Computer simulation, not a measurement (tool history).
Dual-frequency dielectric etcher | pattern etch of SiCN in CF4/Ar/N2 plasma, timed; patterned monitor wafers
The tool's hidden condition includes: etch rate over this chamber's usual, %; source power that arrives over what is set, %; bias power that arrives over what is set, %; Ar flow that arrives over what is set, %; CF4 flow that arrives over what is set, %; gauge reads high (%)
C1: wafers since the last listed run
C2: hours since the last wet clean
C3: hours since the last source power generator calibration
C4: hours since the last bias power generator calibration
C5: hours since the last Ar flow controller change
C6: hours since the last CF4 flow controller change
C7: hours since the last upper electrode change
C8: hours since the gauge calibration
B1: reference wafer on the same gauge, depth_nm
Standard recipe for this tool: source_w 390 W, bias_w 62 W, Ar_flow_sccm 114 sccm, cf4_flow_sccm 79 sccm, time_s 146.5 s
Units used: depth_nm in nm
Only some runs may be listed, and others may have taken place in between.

run 1 day=0 | source_w=390 bias_w=62 Ar_flow_sccm=114 cf4_flow_sccm=79 time_s=146.5 | C1=0 C2=325.4 C3=1290.7 C4=395.6 C5=2887.2 C6=2109.8 C7=50.3 C8=323.6 | B1=99 | depth_nm=106.6
-- day=1.883 CF4 flow controller replaced
run 2 day=4.092 | source_w=390 bias_w=47 Ar_flow_sccm=130 cf4_flow_sccm=68 time_s=146.5 | C1=569 C2=423.6 C3=1388.9 C4=493.8 C5=2985.4 C6=53 C7=148.5 C8=421.8 | B1=98.9 | depth_nm=91
run 3 day=7.067 | source_w=440 bias_w=78 Ar_flow_sccm=114 cf4_flow_sccm=86 time_s=180.5 | C1=441 C2=495 C3=1460.3 C4=565.2 C5=3056.8 C6=124.4 C7=219.9 C8=493.2 | B1=99.2 | depth_nm=164.8
run 4 day=9.508 | source_w=390 bias_w=62 Ar_flow_sccm=114 cf4_flow_sccm=79 time_s=146.5 | C1=362 C2=553.6 C3=1518.9 C4=623.8 C5=3115.4 C6=183 C7=278.5 C8=551.8 | B1=98.9 | depth_nm=107.5
-- day=12.621 wet clean of the chamber
run 5 day=12.796 | source_w=390 bias_w=57 Ar_flow_sccm=114 cf4_flow_sccm=79 time_s=172 | C1=339 C2=4.2 C3=1597.8 C4=702.7 C5=3194.3 C6=261.9 C7=357.4 C8=630.7 | B1=99 | depth_nm=117.9
run 6 day=15.588 | source_w=340 bias_w=71 Ar_flow_sccm=97 cf4_flow_sccm=79 time_s=177.5 | C1=414 C2=71.2 C3=1664.8 C4=769.7 C5=3261.3 C6=328.9 C7=424.4 C8=697.7 | B1=99 | depth_nm=117.3
run 7 day=19.696 | source_w=420 bias_w=62 Ar_flow_sccm=92 cf4_flow_sccm=88 time_s=184 | C1=609 C2=169.8 C3=1763.4 C4=868.3 C5=3359.9 C6=427.5 C7=523 C8=796.3 | B1=98.9 | depth_nm=149.3
run 8 day=24.15 | source_w=390 bias_w=70 Ar_flow_sccm=114 cf4_flow_sccm=79 time_s=165.5 | C1=660 C2=276.7 C3=1870.3 C4=975.2 C5=3466.8 C6=534.4 C7=629.9 C8=903.2 | B1=99.2 | depth_nm=124.6
run 9 day=26.192 | source_w=310 bias_w=62 Ar_flow_sccm=114 cf4_flow_sccm=79 time_s=127.5 | C1=302 C2=325.7 C3=1919.3 C4=1024.2 C5=3515.8 C6=583.4 C7=678.9 C8=952.2 | B1=99 | depth_nm=71.3
-- day=27.15 Ar flow controller replaced
run 10 day=28.808 | source_w=310 bias_w=62 Ar_flow_sccm=114 cf4_flow_sccm=87 time_s=146.5 | C1=351 C2=388.5 C3=1982.1 C4=1087 C5=39.8 C6=646.2 C7=741.7 C8=1015 | B1=98.9 | depth_nm=83.8
-- day=31.258 source power generator calibrated
run 11 day=31.279 | source_w=390 bias_w=67 Ar_flow_sccm=114 cf4_flow_sccm=79 time_s=146.5 | C1=341 C2=447.8 C3=0.5 C4=1146.3 C5=99.1 C6=705.5 C7=801 C8=1074.3 | B1=99.1 | depth_nm=109.8
run 12 day=33.846 | source_w=420 bias_w=47 Ar_flow_sccm=101 cf4_flow_sccm=79 time_s=173 | C1=380 C2=509.4 C3=62.1 C4=1207.9 C5=160.7 C6=767.1 C7=862.6 C8=1135.9 | B1=99.2 | depth_nm=125.9
-- day=37.308 wet clean of the chamber
run 13 day=37.329 | source_w=320 bias_w=62 Ar_flow_sccm=114 cf4_flow_sccm=79 time_s=146.5 | C1=368 C2=0.5 C3=145.7 C4=1291.5 C5=244.3 C6=850.7 C7=946.2 C8=1219.5 | B1=99 | depth_nm=83.2
run 14 day=39.967 | source_w=390 bias_w=62 Ar_flow_sccm=114 cf4_flow_sccm=79 time_s=146.5 | C1=391 C2=63.8 C3=209 C4=1354.8 C5=307.6 C6=914 C7=1009.5 C8=1282.8 | B1=98.9 | depth_nm=103.5
run 15 day=41.808 | source_w=420 bias_w=62 Ar_flow_sccm=114 cf4_flow_sccm=90 time_s=146.5 | C1=273 C2=108 C3=253.2 C4=1399 C5=351.8 C6=958.2 C7=1053.7 C8=1327 | B1=98.9 | depth_nm=113.9
run 16 day=44.675 | source_w=490 bias_w=62 Ar_flow_sccm=114 cf4_flow_sccm=70 time_s=111.5 | C1=425 C2=176.8 C3=322 C4=1467.8 C5=420.6 C6=1027 C7=1122.5 C8=1395.8 | B1=99 | depth_nm=100.1
run 17 day=47.971 | source_w=480 bias_w=51 Ar_flow_sccm=114 cf4_flow_sccm=79 time_s=146.5 | C1=488 C2=255.9 C3=401.1 C4=1546.9 C5=499.7 C6=1106.1 C7=1201.6 C8=1474.9 | B1=99.2 | depth_nm=121.1
run 18 day=52.004 | source_w=390 bias_w=62 Ar_flow_sccm=114 cf4_flow_sccm=87 time_s=146.5 | C1=598 C2=352.7 C3=497.9 C4=1643.7 C5=596.5 C6=1202.9 C7=1298.4 C8=1571.7 | B1=99 | depth_nm=106.3
run 19 day=55.738 | source_w=390 bias_w=47 Ar_flow_sccm=114 cf4_flow_sccm=79 time_s=146.5 | C1=553 C2=442.3 C3=587.5 C4=1733.3 C5=686.1 C6=1292.5 C7=1388 C8=1661.3 | B1=98.9 | depth_nm=95.8
run 20 day=57.6 | source_w=390 bias_w=62 Ar_flow_sccm=92 cf4_flow_sccm=79 time_s=146.5 | C1=276 C2=487 C3=632.2 C4=1778 C5=730.8 C6=1337.2 C7=1432.7 C8=1706 | B1=99 | depth_nm=110.9
-- day=58.733 wet clean of the chamber
run 21 day=60.267 | source_w=390 bias_w=62 Ar_flow_sccm=114 cf4_flow_sccm=79 time_s=146.5 | C1=247 C2=36.8 C3=696.2 C4=1842 C5=794.8 C6=1401.2 C7=1496.7 C8=1770 | B1=98.9 | depth_nm=104.7

What would each run have given without the hidden state, its run-to-run variation left as it was?
run=1 depth_nm=104.1
run=2 depth_nm=88.2
run=3 depth_nm=159
run=4 depth_nm=103.3
run=5 depth_nm=117.8
run=6 depth_nm=116.6
run=7 depth_nm=147.5
run=8 depth_nm=122.1
run=9 depth_nm=69.7
run=10 depth_nm=81.5
run=11 depth_nm=106.4
run=12 depth_nm=121.4
run=13 depth_nm=83.1
run=14 depth_nm=102.9
run=15 depth_nm=112.9
run=16 depth_nm=98.7
run=17 depth_nm=118.8
run=18 depth_nm=103.6
run=19 depth_nm=92.8
run=20 depth_nm=107.1
run=21 depth_nm=103.7
